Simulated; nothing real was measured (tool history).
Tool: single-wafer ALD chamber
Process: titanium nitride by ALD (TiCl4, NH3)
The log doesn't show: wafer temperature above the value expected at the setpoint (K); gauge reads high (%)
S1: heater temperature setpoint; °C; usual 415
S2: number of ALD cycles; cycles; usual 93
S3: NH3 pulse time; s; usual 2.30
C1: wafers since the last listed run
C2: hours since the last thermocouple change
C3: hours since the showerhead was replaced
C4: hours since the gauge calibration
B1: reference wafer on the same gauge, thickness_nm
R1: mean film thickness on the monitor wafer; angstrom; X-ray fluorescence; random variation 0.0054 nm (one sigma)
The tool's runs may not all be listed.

run   hour   S1   S2    S3  C1      C2      C3     C4     B1     R1
  1    0.0  415   93  2.30   0  1748.0  6381.2  469.7  1.779  21.63
  2   17.3  403   89  2.30  55  1765.3  6398.5  487.0  1.779  20.65
  3   31.2  411   93  1.99  44  1779.2  6412.4  500.9  1.781  21.54
  4   38.8  411   93  1.99  24  1786.8  6420.0  508.5  1.780  21.52
  5   54.1  411   93  1.99  48  1802.1  6435.3  523.8  1.780  21.56
  6   66.3  403   93  2.30  38  1814.3  6447.5  536.0  1.779  21.54
  7   76.8  403   93  2.30  33  1824.8  6458.0  546.5  1.781  21.47
  8   91.6  403   93  2.30  47  1839.6  6472.8  561.3  1.779  21.60
  9  102.1  406   93  2.30  33  1850.1  6483.3  571.8  1.781  21.52
 10  113.9  415   93  2.59  37  1861.9  6495.1  583.6  1.780  21.73
 11  127.8  415   93  2.59  44  1875.8  6509.0  597.5  1.781  21.63
 12  143.3  415   93  2.59  49  1891.3  6524.5  613.0  1.780  21.70
 13  158.2  415   98  2.83  47  1906.2  6539.4  627.9  1.780  22.97
 14  169.2  423   93  2.30  35  1917.2  6550.4  638.9  1.779  21.68
 15  185.5  415   93  2.30  52  1933.5  6566.7  655.2  1.780  21.58
     194.6  -- thermocouple changed; heater temperature recalibrated
 16  203.4  415   93  2.30  31     8.8  6584.6  673.1  1.780  21.68
 17  218.3  406   81  2.06  47    23.7  6599.5  688.0  1.780  18.64
 18  234.0  415   93  2.30  50    39.4  6615.2  703.7  1.781  21.61
 19  248.2  405   76  2.56  45    53.6  6629.4  717.9  1.780  17.70
     270.3  -- gauge calibrated
 20  271.8  429   93  1.82  75    77.2  6653.0    1.5  1.781  21.61
 21  298.5  426   86  3.17  85   103.9  6679.7   28.2  1.780  20.16
     306.6  -- showerhead replaced
 22  307.1  422  104  2.90   1   112.5     0.5   36.8  1.781  24.44
 23  320.1  429  108  1.71  41   125.5    13.5   49.8  1.779  25.03
 24  335.3  415  111  2.79  48   140.7    28.7   65.0  1.780  26.11
 25  352.8  415   93  3.19  55   158.2    46.2   82.5  1.780  21.84
 26  362.4  401  102  1.86  30   167.8    55.8   92.1  1.779  23.35
 27  371.1  405   76  2.56  27   176.5    64.5  100.8  1.781  17.69
 28  380.7  415   93  2.87  30   186.1    74.1  110.4  1.778  21.75

Run 29 comes next. What will it give?
 29  394.2  415  84  2.30  43  199.6  87.6  123.9   ?   ?

B1: 1.779
R1: 19.49 angstrom
Without the tool's hidden state the same run would have given R1 19.49 angstrom.

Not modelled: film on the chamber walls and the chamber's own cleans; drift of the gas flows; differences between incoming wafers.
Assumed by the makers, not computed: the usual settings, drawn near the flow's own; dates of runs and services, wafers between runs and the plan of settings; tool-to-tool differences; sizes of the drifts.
